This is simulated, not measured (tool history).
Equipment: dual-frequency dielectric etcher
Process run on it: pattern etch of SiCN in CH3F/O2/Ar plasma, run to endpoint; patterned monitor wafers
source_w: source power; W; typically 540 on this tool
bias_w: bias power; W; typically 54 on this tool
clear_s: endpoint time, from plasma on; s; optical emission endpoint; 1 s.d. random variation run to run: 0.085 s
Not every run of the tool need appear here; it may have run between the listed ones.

run	hour	source_w	bias_w	wafers since the last listed run	hours since the last wet clean	hours since the last source power generator calibration	hours since the last bias power generator calibration	hours since the last upper electrode change	incoming incoming film thickness, nm	clear_s
1	0.0	540	54	0	472.0	2272.0	3406.8	5874.3	10.32	27.1
2	8.7	540	54	143	480.7	2280.7	3415.5	5883.0	10.27	27.1
3	16.9	540	54	135	488.9	2288.9	3423.7	5891.2	10.41	27.4
4	31.0	540	54	232	503.0	2303.0	3437.8	5905.3	10.15	26.6
5	41.9	540	54	179	513.9	2313.9	3448.7	5916.2	10.28	26.9
6	49.5	540	54	125	521.5	2321.5	3456.3	5923.8	10.31	27.1
# hour 81.4: wet clean of the chamber
7	81.9	540	54	138	0.5	2353.9	3488.7	5956.2	10.23	27.8
8	82.2	500	54	4	0.8	2354.2	3489.0	5956.5	10.36	29.1
9	82.6	470	54	6	1.2	2354.6	3489.4	5956.9	10.25	29.6
# hour 111.7: upper electrode replaced
10	112.2	470	54	92	30.8	2384.2	3519.0	0.5	10.27	29.8
11	112.5	470	54	4	31.1	2384.5	3519.3	0.8	10.39	30.1
12	127.3	660	42	244	45.9	2399.3	3534.1	15.6	10.25	27.4
13	139.9	540	67	207	58.5	2411.9	3546.7	28.2	10.31	26.4
14	156.4	410	60	272	75.0	2428.4	3563.2	44.7	10.26	30.5
# hour 161.4: bias power generator calibrated
15	173.3	590	40	212	91.9	2445.3	11.9	61.6	10.39	29.1
16	185.2	410	48	196	103.8	2457.2	23.8	73.5	10.32	32.6
# hour 197.1: source power generator calibrated
17	198.1	540	54	146	116.7	1.0	36.7	86.4	10.29	27.8
18	207.2	620	54	150	125.8	10.1	45.8	95.5	10.27	26.1
19	221.9	590	40	242	140.5	24.8	60.5	110.2	10.24	28.6
20	233.7	480	43	194	152.3	36.6	72.3	122.0	10.10	30.4
21	247.6	580	54	229	166.2	50.5	86.2	135.9	10.24	26.6
22	255.2	650	41	125	173.8	58.1	93.8	143.5	10.29	27.4
23	263.5	540	67	136	182.1	66.4	102.1	151.8	10.21	25.9

3 ways to go on from here, each from the tool as it stands after run 23. What would each give?
A	263.9	540	54	6	182.5	66.8	102.5	152.2	10.25	?
B	263.9	630	50	6	182.5	66.8	102.5	152.2	10.25	?
C	263.9	470	63	6	182.5	66.8	102.5	152.2	10.25	?

run	clear_s
A	27.7
B	26.4
C	28.3
With no hidden state in the tool, these same runs would have given:
run	clear_s
A	28.0
B	26.7
C	28.5
